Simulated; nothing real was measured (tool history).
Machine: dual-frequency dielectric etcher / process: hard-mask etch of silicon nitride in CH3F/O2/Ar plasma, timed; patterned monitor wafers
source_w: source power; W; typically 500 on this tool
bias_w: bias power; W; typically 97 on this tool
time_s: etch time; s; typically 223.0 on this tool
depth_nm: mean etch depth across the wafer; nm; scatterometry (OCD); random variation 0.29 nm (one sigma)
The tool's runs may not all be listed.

run	hour	source_w	bias_w	time_s	wafers since the last listed run	hours since the last wet clean	hours since the last source power generator calibration	hours since the last bias power generator calibration	hours since the last upper electrode change	hours since the gauge calibration	read-back reference wafer on the same gauge, depth_nm	depth_nm
1	0.0	500	97	223.0	0	271.5	4296.1	2704.7	4784.3	22.8	154.9	189.0
2	13.4	500	97	223.0	58	284.9	4309.5	2718.1	4797.7	36.2	155.0	188.6
3	24.4	500	80	223.0	47	295.9	4320.5	2729.1	4808.7	47.2	155.0	179.4
4	39.5	470	97	203.0	65	311.0	4335.6	2744.2	4823.8	62.3	155.0	169.3
5	48.9	540	97	223.0	40	320.4	4345.0	2753.6	4833.2	71.7	155.0	191.5
6	64.0	540	97	223.0	65	335.5	4360.1	2768.7	4848.3	86.8	155.0	191.0
7	81.9	500	97	223.0	77	353.4	4378.0	2786.6	4866.2	104.7	155.0	187.7
# hour 114.4: bias power generator calibrated
# hour 121.7: wet clean of the chamber
# hour 125.8: source power generator calibrated
8	126.3	500	97	223.0	126	4.6	0.5	11.9	4910.6	149.1	155.0	189.3
9	138.0	500	97	223.0	50	16.3	12.2	23.6	4922.3	160.8	155.0	190.1
# hour 164.1: upper electrode replaced
10	164.6	500	97	223.0	11	42.9	38.8	50.2	0.5	187.4	155.0	189.5
11	165.0	500	97	223.0	1	43.3	39.2	50.6	0.9	187.8	155.0	189.7
12	169.2	500	97	223.0	18	47.5	43.4	54.8	5.1	192.0	155.0	189.3
# hour 181.1: gauge calibrated
13	183.8	540	97	223.0	63	62.1	58.0	69.4	19.7	2.7	155.0	192.5
14	190.0	500	117	181.0	26	68.3	64.2	75.6	25.9	8.9	155.0	162.1
15	201.6	500	97	223.0	50	79.9	75.8	87.2	37.5	20.5	155.0	189.6
16	215.7	500	97	223.0	61	94.0	89.9	101.3	51.6	34.6	155.0	188.9
17	229.0	610	121	186.5	57	107.3	103.2	114.6	64.9	47.9	155.0	175.0
18	240.1	540	97	223.0	48	118.4	114.3	125.7	76.0	59.0	155.0	191.7
19	253.5	600	116	223.0	58	131.8	127.7	139.1	89.4	72.4	155.0	205.8

The next listed run, before its measurement:
20	266.4	500	97	223.0	56	144.7	140.6	152.0	102.3	85.3	?	?

{"run 20": {"read-back reference wafer on the same gauge, depth_nm": 155.0, "depth_nm": 188.5}}
Minus the tool's unlogged condition, the same run would have read depth_nm 189.9 nm.
